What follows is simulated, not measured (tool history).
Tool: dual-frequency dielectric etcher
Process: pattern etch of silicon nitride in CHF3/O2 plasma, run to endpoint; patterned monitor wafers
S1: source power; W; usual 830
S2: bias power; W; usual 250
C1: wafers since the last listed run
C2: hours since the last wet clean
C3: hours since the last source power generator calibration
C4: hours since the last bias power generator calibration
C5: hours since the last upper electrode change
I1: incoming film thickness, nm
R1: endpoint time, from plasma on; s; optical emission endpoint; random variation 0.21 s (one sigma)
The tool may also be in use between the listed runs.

Run 1, hour 0.0: usual settings; C1 0; C2 341.1; C3 3034.5; C4 1207.2; C5 2926.3; I1 72.4. Result: R1 38.4 s.
Run 2, hour 17.0: usual settings; C1 130; C2 358.1; C3 3051.5; C4 1224.2; C5 2943.3; I1 71.6. Result: R1 38.0 s.
At hour 98.2: wet clean of the chamber.
Run 3, hour 98.7: usual settings; C1 441; C2 0.5; C3 3133.2; C4 1305.9; C5 3025.0; I1 72.5. Result: R1 39.4 s.
Run 4, hour 105.9: usual settings; C1 55; C2 7.7; C3 3140.4; C4 1313.1; C5 3032.2; I1 72.1. Result: R1 39.1 s.
Run 5, hour 119.0: usual settings; C1 100; C2 20.8; C3 3153.5; C4 1326.2; C5 3045.3; I1 72.0. Result: R1 39.2 s.
Run 6, hour 146.2: usual settings; C1 208; C2 48.0; C3 3180.7; C4 1353.4; C5 3072.5; I1 72.0. Result: R1 38.6 s.
Run 7, hour 181.4: usual settings; C1 269; C2 83.2; C3 3215.9; C4 1388.6; C5 3107.7; I1 71.8. Result: R1 38.5 s.
Run 8, hour 205.5: usual settings; C1 184; C2 107.3; C3 3240.0; C4 1412.7; C5 3131.8; I1 71.3. Result: R1 38.7 s.
Run 9, hour 226.6: usual settings; C1 161; C2 128.4; C3 3261.1; C4 1433.8; C5 3152.9; I1 72.2. Result: R1 39.1 s.
Run 10, hour 258.6: usual settings; C1 244; C2 160.4; C3 3293.1; C4 1465.8; C5 3184.9; I1 71.7. Result: R1 38.8 s.
Run 11, hour 294.2: usual settings but S2 273 W; C1 272; C2 196.0; C3 3328.7; C4 1501.4; C5 3220.5; I1 72.0. Result: R1 37.0 s.
Run 12, hour 311.7: usual settings but S2 273 W; C1 133; C2 213.5; C3 3346.2; C4 1518.9; C5 3238.0; I1 72.1. Result: R1 37.0 s.
Run 13, hour 347.5: usual settings but S2 273 W; C1 274; C2 249.3; C3 3382.0; C4 1554.7; C5 3273.8; I1 72.7. Result: R1 37.2 s.
At hour 402.7: bias power generator calibrated.
Run 14, hour 403.2: usual settings but S2 222 W; C1 395; C2 305.0; C3 3437.7; C4 0.5; C5 3329.5; I1 70.9. Result: R1 40.6 s.
Run 15, hour 420.2: usual settings; C1 130; C2 322.0; C3 3454.7; C4 17.5; C5 3346.5; I1 71.0. Result: R1 37.9 s.
Run 16, hour 440.4: usual settings but S1 740 W, S2 288 W; C1 154; C2 342.2; C3 3474.9; C4 37.7; C5 3366.7; I1 71.8. Result: R1 37.2 s.
Run 17, hour 457.9: usual settings but S1 1000 W; C1 133; C2 359.7; C3 3492.4; C4 55.2; C5 3384.2; I1 71.9. Result: R1 35.8 s.
Run 18, hour 483.4: usual settings but S1 730 W, S2 292 W; C1 195; C2 385.2; C3 3517.9; C4 80.7; C5 3409.7; I1 72.1. Result: R1 37.0 s.
Run 19, hour 506.1: usual settings; C1 173; C2 407.9; C3 3540.6; C4 103.4; C5 3432.4; I1 71.7. Result: R1 38.1 s.
At hour 535.6: source power generator calibrated.
Run 20, hour 540.8: usual settings but S1 880 W, S2 267 W; C1 234; C2 442.6; C3 5.2; C4 138.1; C5 3467.1; I1 71.5. Result: R1 35.8 s.
Run 21, hour 563.2: usual settings but S1 730 W, S2 188 W; C1 171; C2 465.0; C3 27.6; C4 160.5; C5 3489.5; I1 71.2. Result: R1 46.9 s.
Run 22, hour 584.5: usual settings but S1 730 W, S2 201 W; C1 163; C2 486.3; C3 48.9; C4 181.8; C5 3510.8; I1 71.5. Result: R1 45.4 s.
Run 23, hour 610.9: usual settings but S2 276 W; C1 202; C2 512.7; C3 75.3; C4 208.2; C5 3537.2; I1 72.1. Result: R1 36.0 s.
Run 24, hour 628.0: usual settings; C1 130; C2 529.8; C3 92.4; C4 225.3; C5 3554.3; I1 72.2. Result: R1 37.8 s.
At hour 654.0: upper electrode replaced.
At hour 665.6: wet clean of the chamber.
Run 25, hour 703.0: usual settings but S1 910 W, S2 194 W; C1 301; C2 37.4; C3 167.4; C4 300.3; C5 49.0; I1 72.0. Result: R1 43.8 s.
Run 26, hour 715.4: usual settings but S1 640 W, S2 211 W; C1 94; C2 49.8; C3 179.8; C4 312.7; C5 61.4; I1 71.9. Result: R1 47.3 s.
Run 27, hour 744.0: usual settings; C1 218; C2 78.4; C3 208.4; C4 341.3; C5 90.0; I1 72.0. Result: R1 39.3 s.
Run 28, hour 756.1: usual settings but S1 730 W, S2 309 W; C1 92; C2 90.5; C3 220.5; C4 353.4; C5 102.1; I1 71.6. Result: R1 36.3 s.
Run 29, hour 777.5: usual settings but S1 700 W, S2 286 W; C1 163; C2 111.9; C3 241.9; C4 374.8; C5 123.5; I1 71.5. Result: R1 38.3 s.
Run 30, hour 810.6: usual settings; C1 253; C2 145.0; C3 275.0; C4 407.9; C5 156.6; I1 71.6. Result: R1 38.9 s.
Run 31, hour 825.6: usual settings; C1 114; C2 160.0; C3 290.0; C4 422.9; C5 171.6; I1 72.3. Result: R1 39.4 s.
Run 32, hour 851.1: usual settings; C1 195; C2 185.5; C3 315.5; C4 448.4; C5 197.1; I1 71.9. Result: R1 38.8 s.
Run 33, hour 880.2: usual settings but S1 970 W, S2 282 W; C1 222; C2 214.6; C3 344.6; C4 477.5; C5 226.2; I1 71.8. Result: R1 34.3 s.
Run 34, hour 915.6: usual settings; C1 270; C2 250.0; C3 380.0; C4 512.9; C5 261.6; I1 72.2. Result: R1 39.2 s.
Run 35, hour 934.8: usual settings but S1 770 W, S2 272 W; C1 146; C2 269.2; C3 399.2; C4 532.1; C5 280.8; I1 71.3. Result: R1 37.8 s.

Hidden state at the last listed run before each entry between runs and at the first one after, where it differs:
Between runs 2 and 3: wet clean of the chamber (hour 98.2)
  etch rate over this chamber's usual, %: 2.11 -> -0.00634
  measured less the result without the state, R1: -0.8 -> +0.0 s
Between runs 13 and 14: bias power generator calibrated (hour 402.7)
  etch rate over this chamber's usual, %: 1.25 -> 1.53
  measured less the result without the state, R1: -0.5 -> -0.6 s
Between runs 19 and 20: source power generator calibrated (hour 535.6)
  etch rate over this chamber's usual, %: 2.04 -> 2.22
  measured less the result without the state, R1: -0.8 -> -0.8 s
Between runs 24 and 25: upper electrode replaced (hour 654.0); wet clean of the chamber (hour 665.6)
  etch rate over this chamber's usual, %: 2.66 -> -0.362
  measured less the result without the state, R1: -1.0 -> +0.2 s
